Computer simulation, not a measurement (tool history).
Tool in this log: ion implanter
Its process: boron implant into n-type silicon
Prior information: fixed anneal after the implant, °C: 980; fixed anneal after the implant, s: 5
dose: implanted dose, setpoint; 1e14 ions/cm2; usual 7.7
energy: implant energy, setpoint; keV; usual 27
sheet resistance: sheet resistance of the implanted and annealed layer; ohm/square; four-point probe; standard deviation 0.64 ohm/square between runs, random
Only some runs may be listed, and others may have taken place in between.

run,hour,dose,energy,wafers since the last listed run,hours since the last dose calibration,hours since the extraction supply was calibrated,hours since the gauge calibration,"read-back reference wafer on the same gauge, sheet resistance",sheet resistance
1,0,7.7,27,0,1130.1,1805.5,67.3,176.1,152.96
2,44.8,7.7,27,655,1174.9,1850.3,112.1,175.94,151.58
3,116.5,7.7,27,1048,1246.6,1922,183.8,176.04,152.02
4,159.4,7.7,27,627,1289.5,1964.9,226.7,176.04,152.57
5,191,7.7,24.5,462,1321.1,1996.5,258.3,176.02,152.58
6,228.8,7.7,24.5,552,1358.9,2034.3,296.1,175.92,154.14
7,258.1,7.7,24.5,428,1388.2,2063.6,325.4,175.91,151.99
8,327.6,7.7,27,1016,1457.7,2133.1,394.9,176.14,153.46
9,357.1,7.7,27,431,1487.2,2162.6,424.4,175.97,153.72
10,396.3,7.7,27,573,1526.4,2201.8,463.6,176.21,152.72
11,430.7,7.7,27,503,1560.8,2236.2,498,176.08,152.99
12,474.5,7.7,27,640,1604.6,2280,541.8,176.15,154.08
13,539.5,7.7,27,950,1669.6,2345,606.8,176.03,153.99
14,577.7,7.7,27,558,1707.8,2383.2,645,175.99,152.59
15,644.2,7.7,27,972,1774.3,2449.7,711.5,176.1,155.39
16,737.8,7.7,27,1369,1867.9,2543.3,805.1,176.16,154.61
17,806.3,7.7,27,1001,1936.4,2611.8,873.6,175.98,155.31
# hour 840.7: extraction supply calibrated
18,863.6,7.7,27,721,1993.7,22.9,930.9,176.28,154.01
19,902.4,7.7,27,567,2032.5,61.7,969.7,176.11,156.9
20,972.4,6.4,20,1023,2102.5,131.7,1039.7,175.8,182.94
21,1010.3,9.85,21,554,2140.4,169.6,1077.6,176.06,131.25
22,1055.6,8.46,31.5,662,2185.7,214.9,1122.9,176,144.06
23,1098.6,7.7,27,628,2228.7,257.9,1165.9,176.04,156.69
# hour 1120: gauge calibrated
24,1170.2,6.38,21.5,1047,2300.3,329.5,50.2,175.92,183.08
# hour 1198.4: Faraday cup replaced and dose calibrated
25,1240.2,5.42,33,906,41.8,399.5,120.2,176.24,199.1
26,1286.6,6.25,27,678,88.2,445.9,166.6,175.93,179.23
27,1342.6,7.7,27,819,144.2,501.9,222.6,175.98,151.84
28,1409.9,8.88,22.5,984,211.5,569.2,289.9,175.92,136.56
29,1457.5,7.7,27,696,259.1,616.8,337.5,175.96,151.53
30,1517.6,5.72,18.5,879,319.2,676.9,397.6,176.06,195.57
31,1570.8,7.7,27,778,372.4,730.1,450.8,175.78,151.07
32,1635.4,8.86,32.5,944,437,794.7,515.4,175.93,134.63
33,1692.9,7.7,30.5,841,494.5,852.2,572.9,176.22,151.07
34,1758.2,7.7,27,955,559.8,917.5,638.2,176.04,151.08
35,1791.5,7.7,27,487,593.1,950.8,671.5,175.99,151.02
36,1853.6,6.15,24.5,908,655.2,1012.9,733.6,176.06,183.31

Entry by entry between the runs, the difference in hidden state between the last listed run before and the first listed run after:
Run 17 -> run 18: extraction supply calibrated (hour 840.7)
  deviation of the true dose from the Faraday cup's reading, %: -3.41 -> -3.62
  difference, measured minus the result without the unlogged condition, sheet resistance: +4.29 -> +4.51 ohm/square
Run 23 -> run 24: gauge calibrated (hour 1120)
  deviation of the true dose from the Faraday cup's reading, %: -4.53 -> -4.82
  difference, measured minus the result without the unlogged condition, sheet resistance: +5.75 -> +7.05 ohm/square
Run 24 -> run 25: Faraday cup replaced and dose calibrated (hour 1198.4)
  deviation of the true dose from the Faraday cup's reading, %: -4.82 -> -0.521
  difference, measured minus the result without the unlogged condition, sheet resistance: +7.05 -> +0.8 ohm/square
